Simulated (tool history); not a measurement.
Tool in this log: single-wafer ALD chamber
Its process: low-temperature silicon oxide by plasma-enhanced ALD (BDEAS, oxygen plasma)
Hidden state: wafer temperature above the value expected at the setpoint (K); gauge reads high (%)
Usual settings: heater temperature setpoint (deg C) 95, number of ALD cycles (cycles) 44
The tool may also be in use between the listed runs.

run,day,heater temperature setpoint (deg C),number of ALD cycles (cycles),wafers since the last listed run,hours since the last thermocouple change,hours since the gauge calibration,"read-back reference wafer on the same gauge, thickness_nm",mean film thickness on the monitor wafer (nm)
1,0.000,90,44,0,2041.1,60.2,7.059,7.156
2,1.746,90,44,172,2083.0,102.1,7.057,7.177
3,4.042,95,38,227,2138.1,157.2,7.051,6.110
4,6.142,95,38,207,2188.5,207.6,7.046,6.094
5,8.562,95,38,239,2246.6,265.7,7.040,6.089
6,10.846,95,44,226,2301.4,320.5,7.025,7.009
7,13.725,95,44,285,2370.5,389.6,7.009,7.012
8,16.596,95,44,284,2439.4,458.5,6.995,6.967
# day 17.783: gauge calibrated
# day 20.058: thermocouple changed; heater temperature recalibrated
9,23.062,106,36,607,72.1,126.7,7.051,5.609
10,25.204,95,44,212,123.5,178.1,7.046,7.036
11,27.350,90,47,212,175.0,229.6,7.043,7.637
12,28.821,104,35,145,210.3,264.9,7.035,5.462
13,30.500,95,44,166,250.6,305.2,7.030,7.027
14,33.154,85,50,262,314.3,368.9,7.021,8.214
15,34.267,85,37,110,341.0,395.6,7.007,6.102
16,36.108,83,38,182,385.2,439.8,7.005,6.271

Run by run, hidden condition taken away, random variation retained:
run,mean film thickness on the monitor wafer (nm)
1,7.148
2,7.172
3,6.109
4,6.098
5,6.101
6,7.032
7,7.050
8,7.023
9,5.607
10,7.038
11,7.647
12,5.473
13,7.048
14,8.255
15,6.138
16,6.318
